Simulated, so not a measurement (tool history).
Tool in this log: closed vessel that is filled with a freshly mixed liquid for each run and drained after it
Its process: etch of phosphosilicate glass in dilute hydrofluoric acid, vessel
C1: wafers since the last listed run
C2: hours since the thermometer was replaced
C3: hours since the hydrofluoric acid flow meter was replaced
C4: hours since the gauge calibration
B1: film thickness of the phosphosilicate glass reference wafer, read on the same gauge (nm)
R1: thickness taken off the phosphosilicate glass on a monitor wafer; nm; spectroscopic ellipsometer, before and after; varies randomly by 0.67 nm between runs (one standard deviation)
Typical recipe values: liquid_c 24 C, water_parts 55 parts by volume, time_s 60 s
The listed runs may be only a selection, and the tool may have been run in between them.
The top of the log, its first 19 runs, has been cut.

run 20 hour=477.7 | liquid_c=28 water_parts=45 time_s=35 | C1=2407 C2=136.3 C3=394.7 C4=804.6 | B1=79.99 | R1=62.57
run 21 hour=491.4 | liquid_c=21.5 water_parts=75 time_s=60 | C1=1221 C2=150 C3=408.4 C4=818.3 | B1=79.98 | R1=47.96
run 22 hour=558.8 | liquid_c=24 water_parts=55 time_s=60 | C1=6009 C2=217.4 C3=475.8 C4=885.7 | B1=80.01 | R1=72.76
run 23 hour=573.2 | liquid_c=24 water_parts=55 time_s=60 | C1=1283 C2=231.8 C3=490.2 C4=900.1 | B1=80.02 | R1=71.75
-- hour=590.6 gauge calibrated
run 24 hour=657.4 | liquid_c=21.5 water_parts=35 time_s=35 | C1=7507 C2=316 C3=574.4 C4=66.8 | B1=80 | R1=62.36
run 25 hour=678.4 | liquid_c=24 water_parts=55 time_s=60 | C1=1872 C2=337 C3=595.4 C4=87.8 | B1=79.97 | R1=72.44
run 26 hour=708.7 | liquid_c=24 water_parts=70 time_s=40 | C1=2701 C2=367.3 C3=625.7 C4=118.1 | B1=79.99 | R1=37.38
run 27 hour=740.6 | liquid_c=19.5 water_parts=55 time_s=75 | C1=2844 C2=399.2 C3=657.6 C4=150 | B1=79.98 | R1=76.43
run 28 hour=761.8 | liquid_c=25.5 water_parts=55 time_s=90 | C1=1890 C2=420.4 C3=678.8 C4=171.2 | B1=80.03 | R1=118.32
run 29 hour=789.6 | liquid_c=24 water_parts=55 time_s=65 | C1=2478 C2=448.2 C3=706.6 C4=199 | B1=79.98 | R1=80.53
run 30 hour=825.1 | liquid_c=22.5 water_parts=30 time_s=40 | C1=3165 C2=483.7 C3=742.1 C4=234.5 | B1=80 | R1=86.71
run 31 hour=852.5 | liquid_c=24 water_parts=55 time_s=60 | C1=2442 C2=511.1 C3=769.5 C4=261.9 | B1=80.01 | R1=74.73
run 32 hour=872.6 | liquid_c=24 water_parts=55 time_s=60 | C1=1792 C2=531.2 C3=789.6 C4=282 | B1=80.05 | R1=73.14
run 33 hour=901.5 | liquid_c=24 water_parts=55 time_s=60 | C1=2576 C2=560.1 C3=818.5 C4=310.9 | B1=79.99 | R1=73.84

Below are 3 alternative next runs, each starting from the tool's condition after run 33. Predict each:
run A hour=902.2 | liquid_c=24 water_parts=55 time_s=60 | C1=62 C2=560.8 C3=819.2 C4=311.6 | B1=? | R1=?
run B hour=902.2 | liquid_c=19.5 water_parts=35 time_s=35 | C1=62 C2=560.8 C3=819.2 C4=311.6 | B1=? | R1=?
run C hour=902.2 | liquid_c=24 water_parts=80 time_s=40 | C1=62 C2=560.8 C3=819.2 C4=311.6 | B1=? | R1=?

run=A B1=79.98 R1=73.75
run=B B1=79.98 R1=57.44
run=C B1=79.98 R1=32.71
Without the tool's unlogged condition, the same runs would have read:
run=A R1=72.08
run=B R1=56.08
run=C R1=31.99

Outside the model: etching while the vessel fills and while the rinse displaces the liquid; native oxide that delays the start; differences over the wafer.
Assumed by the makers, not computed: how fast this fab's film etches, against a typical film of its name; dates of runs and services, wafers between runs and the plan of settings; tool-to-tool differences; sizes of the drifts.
